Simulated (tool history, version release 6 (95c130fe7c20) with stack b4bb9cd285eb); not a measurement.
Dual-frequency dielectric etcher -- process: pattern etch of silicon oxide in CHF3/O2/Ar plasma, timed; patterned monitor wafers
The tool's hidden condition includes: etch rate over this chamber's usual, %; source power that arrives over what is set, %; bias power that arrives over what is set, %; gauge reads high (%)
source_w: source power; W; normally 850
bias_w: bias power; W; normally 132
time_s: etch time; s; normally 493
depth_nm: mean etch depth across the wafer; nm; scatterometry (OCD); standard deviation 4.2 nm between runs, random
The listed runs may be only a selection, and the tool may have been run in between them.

run,day,source_w,bias_w,time_s,wafers since the last listed run,hours since the last wet clean,hours since the last source power generator calibration,hours since the last bias power generator calibration,hours since the last upper electrode change,hours since the gauge calibration,"read-back reference wafer on the same gauge, depth_nm",depth_nm
1,0,770,132,493,0,360.7,1151.8,1147.1,2424.4,936.2,1130.1,957.4
2,2.771,770,132,493,213,427.2,1218.3,1213.6,2490.9,1002.7,1129.8,964.4
# day 7: wet clean of the chamber
3,7.021,850,132,493,250,0.5,1320.3,1315.6,2592.9,1104.7,1129.7,1030.7
4,9.604,850,132,493,199,62.5,1382.3,1377.6,2654.9,1166.7,1130.5,1023.1
5,11.846,810,132,493,172,116.3,1436.1,1431.4,2708.7,1220.5,1129.5,987.4
# day 14.233: upper electrode replaced
6,15.125,810,132,493,175,195,1514.8,1510.1,21.4,1299.2,1129.1,997.7
7,18.117,850,132,493,230,266.8,1586.6,1581.9,93.2,1371,1129.7,1019.1
# day 20.142: bias power generator calibrated
8,22.112,850,132,493,295,362.7,1682.5,47.3,189.1,1466.9,1130.5,1005.1
9,25.721,850,132,493,278,449.3,1769.1,133.9,275.7,1553.5,1130.9,1005.6
10,28.108,850,132,493,184,506.6,1826.4,191.2,333,1610.8,1130.5,1020.3
# day 28.988: gauge calibrated
11,30.108,850,132,536,154,554.6,1874.4,239.2,381,26.9,1128.8,1112.1
# day 33.438: wet clean of the chamber
12,33.458,730,164,493,181,0.5,1954.8,319.6,461.4,107.3,1129.9,1011.4
13,36.746,780,120,350.5,253,79.4,2033.7,398.5,540.3,186.2,1129.6,663
14,39.929,680,161,553,245,155.8,2110.1,474.9,616.7,262.6,1130.1,1080.7
# day 42.333: source power generator calibrated
15,44.183,850,132,493,315,257.9,44.4,577,718.8,364.7,1129.7,1014.7
16,45.946,780,132,493,135,300.2,86.7,619.3,761.1,407,1130.4,959.2
17,49.533,850,132,455.5,276,386.3,172.8,705.4,847.2,493.1,1129.9,939.2
18,52.842,790,152,493,255,465.7,252.2,784.8,926.6,572.5,1129.2,1027.9
# day 60.883: wet clean of the chamber
19,62.638,850,132,493,678,42.1,487.3,1019.9,1161.7,807.6,1130.1,1023.3
20,65.562,690,132,493,225,112.3,557.5,1090.1,1231.9,877.8,1129.4,911.6
21,69.417,730,164,493,297,204.8,650,1182.6,1324.4,970.3,1130.8,1013.6
22,71.858,670,163,611.5,188,263.4,708.6,1241.2,1383,1028.9,1129.7,1190.6
23,73.375,850,141,418,116,299.8,745,1277.6,1419.4,1065.3,1129.2,885.4
24,77.258,850,150,493,299,393,838.2,1370.8,1512.6,1158.5,1129.2,1074.3
25,79,790,109,442,134,434.8,880,1412.6,1554.4,1200.3,1129.5,833.8
26,82.283,940,103,626.5,253,513.6,958.8,1491.4,1633.2,1279.1,1130,1262.5
# day 83.4: wet clean of the chamber
27,85.967,850,102,530,206,61.6,1047.2,1579.8,1721.6,1367.5,1130,1005.6
# day 86.833: bias power generator calibrated
28,87.517,1060,106,400,106,98.8,1084.4,16.4,1758.8,1404.7,1129.3,857.3
29,90.954,850,132,493,264,181.3,1166.9,98.9,1841.3,1487.2,1130.7,1010.3

Forecast each of these 4 alternatives for the next run:
A,90.979,850,132,493,1,181.9,1167.5,99.5,1841.9,1487.8,?,?
B,90.979,650,145,615,1,181.9,1167.5,99.5,1841.9,1487.8,?,?
C,90.979,950,113,426.5,1,181.9,1167.5,99.5,1841.9,1487.8,?,?
D,90.979,740,142,493,1,181.9,1167.5,99.5,1841.9,1487.8,?,?

run,"read-back reference wafer on the same gauge, depth_nm",depth_nm
A,1130.7,1009.6
B,1130.7,1114.6
C,1130.7,879.8
D,1130.7,958.2
Take away the tool's hidden state, keep each run's random variation, and the runs would have read:
run,depth_nm
A,1008.5
B,1113.3
C,878.8
D,957

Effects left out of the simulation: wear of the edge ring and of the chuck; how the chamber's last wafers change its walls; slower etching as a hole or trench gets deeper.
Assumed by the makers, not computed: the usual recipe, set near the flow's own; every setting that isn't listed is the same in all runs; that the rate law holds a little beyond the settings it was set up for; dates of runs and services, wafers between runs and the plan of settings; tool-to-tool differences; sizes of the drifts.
